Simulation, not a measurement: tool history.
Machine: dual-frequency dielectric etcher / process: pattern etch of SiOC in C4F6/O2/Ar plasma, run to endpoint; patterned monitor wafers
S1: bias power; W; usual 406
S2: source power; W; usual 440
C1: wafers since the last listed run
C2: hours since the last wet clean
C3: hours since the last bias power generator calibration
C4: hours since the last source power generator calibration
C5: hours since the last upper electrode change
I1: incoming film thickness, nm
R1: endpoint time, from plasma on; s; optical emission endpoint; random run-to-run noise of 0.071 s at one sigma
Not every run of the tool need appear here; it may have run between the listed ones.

| run | day | S1 | S2 | C1 | C2 | C3 | C4 | C5 | I1 | R1 |
|---|---|---|---|---|---|---|---|---|---|---|
| 1 | 0 | 355 | 440 | 0 | 26.4 | 2539.6 | 2973.9 | 5442.4 | 47.85 | 17.5 |
| 2 | 2.758 | 355 | 440 | 1031 | 92.6 | 2605.8 | 3040.1 | 5508.6 | 47.97 | 17.8 |
| 3 | 5.1 | 385 | 380 | 875 | 148.8 | 2662 | 3096.3 | 5564.8 | 47.43 | 18.2 |
| 4 | 6.304 | 385 | 380 | 450 | 177.7 | 2690.9 | 3125.2 | 5593.7 | 47.63 | 18.1 |
| 5 | 8.496 | 385 | 380 | 819 | 230.3 | 2743.5 | 3177.8 | 5646.3 | 47.41 | 18.4 |
| 6 | 14.775 | 406 | 480 | 2347 | 381 | 2894.2 | 3328.5 | 5797 | 47.4 | 17 |
| 7 | 16.512 | 406 | 440 | 649 | 422.7 | 2935.9 | 3370.2 | 5838.7 | 47.81 | 17.8 |
| 8 | 17.538 | 406 | 440 | 383 | 447.3 | 2960.5 | 3394.8 | 5863.3 | 47.64 | 17.6 |
|  | 18.758 | upper electrode replaced |
|  | 19.583 | bias power generator calibrated |
| 9 | 19.9 | 494 | 390 | 446 | 504 | 7.6 | 3451.5 | 27.4 | 47.71 | 17.8 |
|  | 20.129 | source power generator calibrated |
| 10 | 21.046 | 406 | 440 | 366 | 531.5 | 35.1 | 22 | 54.9 | 47.45 | 17.7 |
|  | 24.238 | wet clean of the chamber |
| 11 | 24.258 | 502 | 400 | 827 | 0.5 | 112.2 | 99.1 | 132 | 47.28 | 16.8 |
| 12 | 26.046 | 406 | 370 | 668 | 43.4 | 155.1 | 142 | 174.9 | 47.69 | 18.1 |
| 13 | 27.517 | 406 | 530 | 549 | 78.7 | 190.4 | 177.3 | 210.2 | 48.19 | 16.4 |
| 14 | 29.575 | 337 | 440 | 769 | 128.1 | 239.8 | 226.7 | 259.6 | 47.71 | 17.9 |
| 15 | 32.342 | 357 | 370 | 1034 | 194.5 | 306.2 | 293.1 | 326 | 47.79 | 18.7 |
| 16 | 33.358 | 406 | 440 | 380 | 218.9 | 330.6 | 317.5 | 350.4 | 47.68 | 17.3 |

Here are 3 independent what-if runs from the current tool condition. What would each one return?
| A | 33.375 | 406 | 440 | 6 | 219.3 | 331 | 317.9 | 350.8 | 47.63 | ? |
| B | 33.375 | 473 | 440 | 6 | 219.3 | 331 | 317.9 | 350.8 | 47.63 | ? |
| C | 33.375 | 406 | 500 | 6 | 219.3 | 331 | 317.9 | 350.8 | 47.63 | ? |

| run | R1 |
|---|---|
| A | 17.4 |
| B | 16.9 |
| C | 16.8 |
Without the tool's unlogged condition, the same runs would have read:
| run | R1 |
|---|---|
| A | 17.1 |
| B | 16.6 |
| C | 16.4 |

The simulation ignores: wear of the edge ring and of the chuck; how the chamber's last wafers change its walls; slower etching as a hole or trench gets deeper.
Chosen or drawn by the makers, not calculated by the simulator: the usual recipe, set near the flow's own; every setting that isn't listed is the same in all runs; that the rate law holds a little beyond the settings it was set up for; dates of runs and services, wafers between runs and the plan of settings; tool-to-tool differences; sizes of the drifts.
